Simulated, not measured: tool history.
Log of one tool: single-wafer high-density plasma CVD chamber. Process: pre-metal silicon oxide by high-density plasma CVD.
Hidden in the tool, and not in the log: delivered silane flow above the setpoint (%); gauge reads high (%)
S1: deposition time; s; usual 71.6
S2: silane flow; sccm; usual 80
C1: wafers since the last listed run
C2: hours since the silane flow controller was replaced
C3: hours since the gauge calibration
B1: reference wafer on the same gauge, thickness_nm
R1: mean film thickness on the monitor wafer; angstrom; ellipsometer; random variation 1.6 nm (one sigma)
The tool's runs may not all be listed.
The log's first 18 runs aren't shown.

run,hour,S1,S2,C1,C2,C3,B1,R1
19,1235.8,71.6,91,1349,2346.6,2425.7,508.446,6981.41
20,1343.8,71.6,91,1513,2454.6,2533.7,508.279,7018.23
21,1576.2,76.6,67,3256,2687,2766.1,508.123,5511.5
# hour 1611: silane flow controller replaced
22,1630.9,67.8,84,654,19.9,2820.8,508.045,5865.62
23,1699.1,66.5,92,955,88.1,2889,507.81,6339.18
24,1783.7,80.3,91,1185,172.7,2973.6,508.066,7589.3
# hour 1818.2: gauge calibrated
25,1833.5,82.5,68,697,222.5,15.3,508.127,5816.35
26,1936.5,71.6,75,1443,325.5,118.3,507.678,5567.41
27,2017.1,79,93,1129,406.1,198.9,508.116,7688.09
28,2120.2,81.2,69,1444,509.2,302,508.025,5857.83
29,2182.4,71.6,67,871,571.4,364.2,507.982,5031.29
30,2244.6,71.6,80,871,633.6,426.4,507.732,6005.36
31,2340.2,71.6,80,1339,729.2,522,508.699,6025.9
32,2425.2,64.1,71,1191,814.2,607,507.877,4785.08
33,2475,71.6,80,697,864,656.8,508.201,6024.44
34,2547.9,78.2,74,1021,936.9,729.7,508.078,6085.53
35,2644.4,71.6,80,1352,1033.4,826.2,508.004,6060.13
36,2708.3,63.4,80,895,1097.3,890.1,508.075,5363.19
37,2793.5,71.6,80,1193,1182.5,975.3,508.162,6062.01
38,2883.2,71.6,80,1256,1272.2,1065,508.199,6065.82
39,2988.9,78.7,72,1481,1377.9,1170.7,507.817,6019.57
40,3064.6,81.2,69,1060,1453.6,1246.4,508.457,5942.56

4 ways to go on from here, each from the tool as it stands after run 40. What would each give?
A,3065,71.6,64,5,1454,1246.8,?,?
B,3065,85,70,5,1454,1246.8,?,?
C,3065,81.6,90,5,1454,1246.8,?,?
D,3065,78.6,93,5,1454,1246.8,?,?

run,B1,R1
A,508.328,4855.41
B,508.328,6304.49
C,508.328,7781.54
D,508.328,7745.3
Without the tool's hidden state the same runs would have given:
run,R1
A,4698.86
B,6101.22
C,7530.65
D,7495.58
